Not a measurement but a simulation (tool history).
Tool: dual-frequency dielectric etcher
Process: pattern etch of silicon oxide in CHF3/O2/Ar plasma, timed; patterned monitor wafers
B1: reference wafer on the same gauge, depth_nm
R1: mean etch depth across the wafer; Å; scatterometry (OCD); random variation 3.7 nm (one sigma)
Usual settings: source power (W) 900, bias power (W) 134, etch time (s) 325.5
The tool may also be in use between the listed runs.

run 1 hour=0.0 | source_power_(W)=830 bias_power_(W)=108 etch_time_(s)=325.5 | B1=622.0 | R1=6537
run 2 hour=41.9 | source_power_(W)=900 bias_power_(W)=134 etch_time_(s)=325.5 | B1=623.6 | R1=7388
-- hour=69.6 upper electrode replaced
run 3 hour=70.5 | source_power_(W)=900 bias_power_(W)=134 etch_time_(s)=325.5 | B1=623.0 | R1=7327
run 4 hour=110.5 | source_power_(W)=900 bias_power_(W)=134 etch_time_(s)=325.5 | B1=622.1 | R1=7215
run 5 hour=174.4 | source_power_(W)=900 bias_power_(W)=134 etch_time_(s)=325.5 | B1=624.5 | R1=7181
run 6 hour=241.7 | source_power_(W)=900 bias_power_(W)=134 etch_time_(s)=325.5 | B1=622.5 | R1=7152
run 7 hour=272.5 | source_power_(W)=900 bias_power_(W)=134 etch_time_(s)=325.5 | B1=623.9 | R1=7040
run 8 hour=319.7 | source_power_(W)=900 bias_power_(W)=148 etch_time_(s)=385.0 | B1=624.1 | R1=8720
run 9 hour=391.6 | source_power_(W)=990 bias_power_(W)=134 etch_time_(s)=296.5 | B1=622.6 | R1=6660
-- hour=418.8 wet clean of the chamber
run 10 hour=454.0 | source_power_(W)=1100 bias_power_(W)=110 etch_time_(s)=356.0 | B1=622.0 | R1=8075
-- hour=477.8 gauge calibrated
run 11 hour=501.5 | source_power_(W)=900 bias_power_(W)=134 etch_time_(s)=241.0 | B1=623.0 | R1=5378
run 12 hour=543.2 | source_power_(W)=900 bias_power_(W)=134 etch_time_(s)=389.0 | B1=622.2 | R1=8673
run 13 hour=578.0 | source_power_(W)=1000 bias_power_(W)=134 etch_time_(s)=393.0 | B1=623.1 | R1=9058
-- hour=599.6 source power generator calibrated
run 14 hour=614.4 | source_power_(W)=730 bias_power_(W)=134 etch_time_(s)=272.5 | B1=621.2 | R1=5532
run 15 hour=680.4 | source_power_(W)=790 bias_power_(W)=147 etch_time_(s)=379.5 | B1=624.4 | R1=8199
run 16 hour=743.0 | source_power_(W)=840 bias_power_(W)=134 etch_time_(s)=279.0 | B1=622.9 | R1=5888
run 17 hour=786.1 | source_power_(W)=980 bias_power_(W)=109 etch_time_(s)=253.5 | B1=621.5 | R1=5274
-- hour=812.9 wet clean of the chamber
run 18 hour=849.7 | source_power_(W)=900 bias_power_(W)=107 etch_time_(s)=325.5 | B1=623.0 | R1=6735
run 19 hour=906.7 | source_power_(W)=900 bias_power_(W)=134 etch_time_(s)=325.5 | B1=622.7 | R1=7238
run 20 hour=954.7 | source_power_(W)=770 bias_power_(W)=100 etch_time_(s)=291.5 | B1=622.8 | R1=5464
run 21 hour=990.4 | source_power_(W)=900 bias_power_(W)=102 etch_time_(s)=325.5 | B1=623.2 | R1=6485
run 22 hour=1027.4 | source_power_(W)=820 bias_power_(W)=150 etch_time_(s)=232.0 | B1=623.6 | R1=5142
run 23 hour=1079.2 | source_power_(W)=900 bias_power_(W)=123 etch_time_(s)=290.5 | B1=623.9 | R1=6200
run 24 hour=1130.0 | source_power_(W)=1050 bias_power_(W)=163 etch_time_(s)=259.5 | B1=623.6 | R1=6517
run 25 hour=1157.4 | source_power_(W)=900 bias_power_(W)=167 etch_time_(s)=325.5 | B1=622.8 | R1=7766
run 26 hour=1188.0 | source_power_(W)=900 bias_power_(W)=148 etch_time_(s)=385.0 | B1=623.0 | R1=8668

Forecast run 27:
run 27 hour=1227.3 | source_power_(W)=900 bias_power_(W)=134 etch_time_(s)=325.5 | B1=? | R1=?

B1: 623.0
R1: 6970 Å
Without the tool's hidden state the same run would have given R1 7314 Å.
